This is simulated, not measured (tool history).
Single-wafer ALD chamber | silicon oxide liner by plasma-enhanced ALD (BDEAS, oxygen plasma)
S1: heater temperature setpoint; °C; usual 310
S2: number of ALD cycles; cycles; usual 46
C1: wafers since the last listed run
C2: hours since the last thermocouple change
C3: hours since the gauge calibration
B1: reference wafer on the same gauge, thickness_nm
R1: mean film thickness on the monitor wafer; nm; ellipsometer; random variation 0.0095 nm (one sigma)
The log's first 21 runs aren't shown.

run	hour	S1	S2	C1	C2	C3	B1	R1
22	989.5	306	49	286	2318.6	88.4	4.249	4.066
23	1096.4	300	51	976	2425.5	195.3	4.252	4.269
24	1150.5	321	46	494	2479.6	249.4	4.246	3.739
# hour 1165.7: thermocouple changed; heater temperature recalibrated
25	1218.6	325	46	549	52.9	317.5	4.253	3.702
26	1256.7	325	46	348	91	355.6	4.252	3.71
27	1315.2	295	52	534	149.5	414.1	4.249	4.417
28	1358.7	315	54	397	193	457.6	4.248	4.41
29	1417.8	310	46	539	252.1	516.7	4.252	3.792
30	1611.9	306	46	1773	446.2	710.8	4.245	3.816
31	1669.2	306	46	523	503.5	768.1	4.249	3.796
32	1712.9	324	49	399	547.2	811.8	4.252	3.966
33	1770.7	310	46	528	605	869.6	4.248	3.81
34	1832.2	310	50	561	666.5	931.1	4.254	4.123
35	1876.5	320	39	404	710.8	975.4	4.254	3.16
36	1919.8	306	55	395	754.1	1018.7	4.249	4.544

Forecast each of these 4 alternatives for the next run:
A	1920.3	315	46	4	754.6	1019.2	?	?
B	1920.3	301	50	4	754.6	1019.2	?	?
C	1920.3	295	50	4	754.6	1019.2	?	?
D	1920.3	320	46	4	754.6	1019.2	?	?

run	B1	R1
A	4.252	3.757
B	4.252	4.165
C	4.252	4.245
D	4.252	3.731
Without the tool's hidden state the same runs would have given:
run	R1
A	3.757
B	4.165
C	4.245
D	3.731
